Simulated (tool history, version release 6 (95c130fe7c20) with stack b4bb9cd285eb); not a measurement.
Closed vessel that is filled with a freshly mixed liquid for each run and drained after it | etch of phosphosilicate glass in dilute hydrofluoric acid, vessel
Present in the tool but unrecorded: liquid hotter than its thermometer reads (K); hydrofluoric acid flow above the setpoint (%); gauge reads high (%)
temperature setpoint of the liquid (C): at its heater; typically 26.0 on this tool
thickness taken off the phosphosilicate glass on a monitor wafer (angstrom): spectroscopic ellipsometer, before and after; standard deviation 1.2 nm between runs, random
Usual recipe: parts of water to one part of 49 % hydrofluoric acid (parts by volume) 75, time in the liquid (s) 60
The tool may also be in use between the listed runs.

run,day,temperature setpoint of the liquid (C),parts of water to one part of 49 % hydrofluoric acid (parts by volume),time in the liquid (s),wafers since the last listed run,hours since the thermometer was replaced,hours since the hydrofluoric acid flow meter was replaced,hours since the gauge calibration,"read-back film thickness of the phosphosilicate glass reference wafer, read on the same gauge (nm)",thickness taken off the phosphosilicate glass on a monitor wafer (angstrom)
1,0.000,29.0,75,60,0,1543.4,683.2,426.7,100.02,1669.6
# day 5.508: thermometer replaced
2,9.188,29.0,75,60,32064,88.3,903.7,647.2,99.99,1590.1
3,12.662,26.0,75,60,12182,171.7,987.1,730.6,99.99,1415.0
4,14.600,26.0,75,60,6792,218.2,1033.6,777.1,100.01,1403.8
5,16.183,26.0,90,60,5551,256.2,1071.6,815.1,100.02,1159.7
6,19.146,26.0,75,85,10386,327.3,1142.7,886.2,100.01,2022.0
7,22.088,24.5,75,60,10313,397.9,1213.3,956.8,100.00,1345.7
8,25.379,24.5,75,60,11540,476.9,1292.3,1035.8,100.01,1352.5
9,28.992,26.0,75,60,12665,563.6,1379.0,1122.5,99.99,1438.1
10,31.029,26.0,75,60,7143,612.5,1427.9,1171.4,99.99,1439.3
11,32.821,26.0,75,60,6281,655.5,1470.9,1214.4,100.01,1452.2
12,34.662,26.0,75,60,6456,699.7,1515.1,1258.6,100.02,1447.4
13,36.267,26.0,75,60,5624,738.2,1553.6,1297.1,100.01,1465.9
14,40.758,30.0,55,90,15747,846.0,1661.4,1404.9,99.98,3607.0
15,43.712,26.0,75,60,10357,916.9,1732.3,1475.8,100.01,1472.3
# day 44.133: hydrofluoric acid flow meter replaced
16,46.471,26.0,75,60,9524,983.1,56.1,1542.0,100.03,1466.3
17,48.138,26.0,75,40,5843,1023.1,96.1,1582.0,100.04,967.6
18,50.892,22.0,85,50,9655,1089.2,162.2,1648.1,100.00,898.5
19,53.267,22.0,50,60,8326,1146.2,219.2,1705.1,99.99,1917.2
20,57.354,28.0,100,45,14330,1244.3,317.3,1803.2,100.03,854.2
# day 60.046: gauge calibrated
21,61.312,26.0,75,60,13877,1339.3,412.3,30.4,99.99,1499.9
22,65.704,30.0,90,60,15396,1444.7,517.7,135.8,99.99,1393.7
23,68.517,24.5,90,80,9860,1512.2,585.2,203.3,100.02,1546.3
24,70.579,26.0,75,60,7230,1561.7,634.7,252.8,100.00,1522.2
# day 72.842: thermometer replaced
25,74.925,23.0,100,45,15089,50.0,739.0,357.1,100.03,682.7
26,78.721,26.0,75,60,13307,141.1,830.1,448.2,99.99,1403.5
27,80.842,23.5,60,50,7435,192.0,881.0,499.1,99.99,1362.6
28,83.583,23.0,95,60,9612,257.8,946.8,564.9,100.02,977.8
29,87.075,22.5,105,45,12241,341.6,1030.6,648.7,100.00,638.9
30,90.396,24.5,45,80,11642,421.3,1110.3,728.4,99.98,3159.8
31,94.683,29.0,75,80,15031,524.2,1213.2,831.3,99.99,2136.4
32,98.629,23.0,110,80,13833,618.9,1307.9,926.0,100.00,1109.6
33,102.296,24.5,90,80,12854,706.9,1395.9,1014.0,100.01,1489.7

Predict each of these 3 candidate next runs independently; none follows another, all start after run 33:
A,102.325,26.0,75,60,102,707.6,1396.6,1014.7,?,?
B,102.325,28.5,75,95,102,707.6,1396.6,1014.7,?,?
C,102.325,23.0,100,60,102,707.6,1396.6,1014.7,?,?

run,"read-back film thickness of the phosphosilicate glass reference wafer, read on the same gauge (nm)",thickness taken off the phosphosilicate glass on a monitor wafer (angstrom)
A,100.01,1467.3
B,100.01,2561.0
C,100.01,946.3
With the hidden condition removed and each run's random variation left untouched, the same runs would have given:
run,thickness taken off the phosphosilicate glass on a monitor wafer (angstrom)
A,1422.1
B,2483.9
C,917.0
